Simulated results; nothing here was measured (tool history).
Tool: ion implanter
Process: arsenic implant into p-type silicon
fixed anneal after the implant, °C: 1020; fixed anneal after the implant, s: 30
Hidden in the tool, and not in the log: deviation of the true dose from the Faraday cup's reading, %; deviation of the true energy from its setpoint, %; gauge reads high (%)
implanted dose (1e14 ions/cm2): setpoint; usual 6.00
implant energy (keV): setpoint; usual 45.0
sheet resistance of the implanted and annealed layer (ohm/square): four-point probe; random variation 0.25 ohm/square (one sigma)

run	day	implanted dose (1e14 ions/cm2)	implant energy (keV)	wafers since the last listed run	hours since the last dose calibration	hours since the extraction supply was calibrated	hours since the gauge calibration	read-back reference wafer on the same gauge, sheet resistance	sheet resistance of the implanted and annealed layer (ohm/square)
1	0.000	6.00	45.0	0	1382.7	4736.5	78.8	175.97	159.78
2	0.750	6.00	45.0	329	1400.7	4754.5	96.8	176.06	160.42
3	1.088	6.00	45.0	148	1408.8	4762.6	104.9	175.95	160.04
4	1.388	6.00	45.0	131	1416.0	4769.8	112.1	175.98	160.26
5	1.850	6.00	45.0	203	1427.1	4780.9	123.2	175.95	160.09
6	2.379	6.00	45.0	232	1439.8	4793.6	135.9	176.03	159.97
# day 2.888: Faraday cup replaced and dose calibrated
7	2.908	6.00	45.0	85	0.5	4806.3	148.6	176.03	164.22
# day 3.442: extraction supply calibrated
8	3.512	6.00	45.0	118	15.0	1.7	163.1	176.01	164.33
9	4.246	6.00	45.0	321	32.6	19.3	180.7	175.99	164.36
# day 4.479: gauge calibrated
10	4.854	5.18	50.0	267	47.2	33.9	9.0	175.95	181.43
11	5.462	6.78	34.0	267	61.8	48.5	23.6	175.96	155.92
12	6.129	5.18	50.0	292	77.8	64.5	39.6	175.99	181.08
13	6.592	6.00	45.0	203	88.9	75.6	50.7	176.05	163.55
14	6.862	4.60	56.0	118	95.4	82.1	57.2	176.07	194.83
15	7.417	6.00	45.0	243	108.7	95.4	70.5	176.02	163.42
16	7.754	4.84	54.5	148	116.8	103.5	78.6	176.02	188.16
17	8.229	6.00	59.5	208	128.2	114.9	90.0	175.96	157.33
18	8.483	7.66	33.0	111	134.3	121.0	96.1	176.03	142.39

The tool's hidden state at each run:
deviation of the true energy from its setpoint, %: 0 in every run
gauge reads high (%): 0 in every run
H1: deviation of the true dose from the Faraday cup's reading, %
run	H1
1	4.93
2	4.94
3	4.95
4	4.95
5	4.96
6	4.97
7	1.02
8	1.17
9	1.33
10	1.47
11	1.6
12	1.74
13	1.84
14	1.89
15	2
16	2.07
17	2.16
18	2.2
